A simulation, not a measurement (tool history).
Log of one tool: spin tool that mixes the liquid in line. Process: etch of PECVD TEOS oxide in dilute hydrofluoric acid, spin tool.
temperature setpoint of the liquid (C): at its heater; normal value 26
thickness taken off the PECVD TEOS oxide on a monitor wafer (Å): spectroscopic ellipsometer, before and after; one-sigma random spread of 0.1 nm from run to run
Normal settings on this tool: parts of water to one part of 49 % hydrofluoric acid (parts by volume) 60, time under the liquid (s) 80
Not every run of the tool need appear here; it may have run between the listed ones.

run,hour,temperature setpoint of the liquid (C),parts of water to one part of 49 % hydrofluoric acid (parts by volume),time under the liquid (s),"read-back film thickness of the PECVD TEOS oxide reference wafer, read on the same gauge (nm)",thickness taken off the PECVD TEOS oxide on a monitor wafer (Å)
1,0,26,60,80,150.01,181.2
2,208.9,26,60,80,149.98,181.8
3,248.1,26,40,80,149.98,281.3
4,308.8,26,60,80,149.99,181.4
5,372.4,26,60,80,149.98,181.6
6,496.7,26,60,80,149.99,181.7
7,529.3,26,60,80,150,182.2
8,592.3,26,60,80,150.01,181
9,632.7,26,60,80,150.01,180.7
10,695.2,26,60,80,150,182.6
11,751.7,26,60,80,150.04,180.9
12,814.5,26,60,80,149.99,181.1
# hour 858.6: hydrofluoric acid flow meter replaced
13,860.5,26,60,80,150.01,176.2
14,925.3,26,60,80,150.02,177
15,996.9,26,45,80,149.98,238.4
16,1023.1,29,75,80,150.03,154.6
# hour 1037.7: gauge calibrated
17,1055.5,26,85,80,149.99,119.8
18,1126.8,27.5,80,80,150.03,135.7
19,1158.7,23,60,100,150.02,193.3
20,1201,21.5,80,50,150.01,66.1
# hour 1227.3: thermometer replaced
# hour 1245.9: hydrofluoric acid flow meter replaced, repeated, since the last time left the tool worse
21,1246.8,26,35,105,149.97,435.3
22,1318,30.5,75,125,149.96,274.3
23,1349.5,26,60,80,149.99,185.1
24,1382.7,28,85,40,150.02,69.1
25,1502.5,23,60,100,149.96,206.8
26,1532.3,30.5,60,35,150.04,96.7
27,1561.9,24.5,75,50,150,85.9
28,1631.9,26,60,80,150.03,185
29,1658.8,24,75,40,150.01,67

Each row is a separate what-if for the run after 29, all from the same tool condition, not one after another. Results?
A,1659.2,29,60,80,?,?
B,1659.2,28,45,65,?,?
C,1659.2,29,35,35,?,?
D,1659.2,24,45,80,?,?

run,"read-back film thickness of the PECVD TEOS oxide reference wafer, read on the same gauge (nm)",thickness taken off the PECVD TEOS oxide on a monitor wafer (Å)
A,149.96,209.6
B,149.96,223.1
C,149.96,163.2
D,149.96,233.4
The same runs, with their run-to-run variation unchanged, on a tool lacking any hidden condition would have given:
run,thickness taken off the PECVD TEOS oxide on a monitor wafer (Å)
A,210.8
B,224.4
C,164.2
D,234.7
